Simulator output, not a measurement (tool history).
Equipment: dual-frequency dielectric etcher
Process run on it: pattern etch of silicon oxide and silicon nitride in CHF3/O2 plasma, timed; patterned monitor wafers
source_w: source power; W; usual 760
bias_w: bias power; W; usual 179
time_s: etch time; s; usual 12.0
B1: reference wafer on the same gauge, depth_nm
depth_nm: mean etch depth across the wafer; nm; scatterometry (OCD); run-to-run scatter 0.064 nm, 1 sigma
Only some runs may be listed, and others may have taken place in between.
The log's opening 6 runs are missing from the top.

Run 7, hour 131.0: usual settings; B1 23.21. Result: depth_nm 20.38 nm.
Run 8, hour 162.3: usual settings but bias_w 212 W, time_s 10.0 s; B1 23.22. Result: depth_nm 18.01 nm.
Run 9, hour 175.6: usual settings but bias_w 212 W, time_s 10.0 s; B1 23.20. Result: depth_nm 17.98 nm.
Run 10, hour 197.3: usual settings but time_s 14.0 s; B1 23.20. Result: depth_nm 23.91 nm.
Run 11, hour 210.4: usual settings; B1 23.22. Result: depth_nm 20.48 nm.
At hour 234.4: bias power generator calibrated.
Run 12, hour 243.6: usual settings but time_s 9.5 s; B1 23.20. Result: depth_nm 16.38 nm.
At hour 258.4: gauge calibrated.
Run 13, hour 278.5: usual settings but source_w 670 W, bias_w 167 W, time_s 10.0 s; B1 23.22. Result: depth_nm 15.46 nm.
At hour 285.6: source power generator calibrated.
Run 14, hour 295.4: usual settings; B1 23.21. Result: depth_nm 20.64 nm.
At hour 322.1: upper electrode replaced.
Run 15, hour 324.3: usual settings but bias_w 156 W; B1 23.20. Result: depth_nm 19.63 nm.
Run 16, hour 353.1: usual settings but source_w 690 W; B1 23.20. Result: depth_nm 19.53 nm.
At hour 387.2: wet clean of the chamber.
Run 17, hour 387.7: usual settings but source_w 630 W, bias_w 136 W, time_s 11.0 s; B1 23.19. Result: depth_nm 14.65 nm.
Run 18, hour 390.0: usual settings but source_w 590 W, time_s 15.0 s; B1 23.20. Result: depth_nm 21.02 nm.
Run 19, hour 410.9: usual settings but bias_w 149 W, time_s 13.0 s; B1 23.23. Result: depth_nm 20.28 nm.
Run 20, hour 431.6: usual settings but bias_w 202 W; B1 23.19. Result: depth_nm 20.91 nm.
Run 21, hour 454.2: usual settings but source_w 930 W; B1 23.20. Result: depth_nm 22.69 nm.
Run 22, hour 488.2: usual settings but bias_w 207 W; B1 23.20. Result: depth_nm 21.24 nm.
Run 23, hour 508.3: usual settings; B1 23.18. Result: depth_nm 20.14 nm.
Run 24, hour 543.6: usual settings but bias_w 153 W; B1 23.21. Result: depth_nm 19.08 nm.
Run 25, hour 571.2: usual settings but time_s 14.5 s; B1 23.19. Result: depth_nm 24.59 nm.
Run 26, hour 603.4: usual settings but time_s 13.0 s; B1 23.21. Result: depth_nm 21.94 nm.
Run 27, hour 616.1: usual settings but bias_w 160 W; B1 23.19. Result: depth_nm 19.63 nm.
Run 28, hour 634.1: usual settings; B1 23.20. Result: depth_nm 20.45 nm.
Run 29, hour 663.6: usual settings but source_w 840 W, bias_w 143 W, time_s 15.5 s; B1 23.20. Result: depth_nm 25.73 nm.

What will run 30 give?
Run 30, hour 677.1: usual settings but source_w 620 W, bias_w 153 W, time_s 13.0 s; B1 ?. Result: depth_nm ?.

{"run 30": {"B1": 23.21, "depth_nm": 18.33}}
Take away the tool's hidden state, keep the run-to-run variation as it was, and the same run would have given depth_nm 17.92 nm.
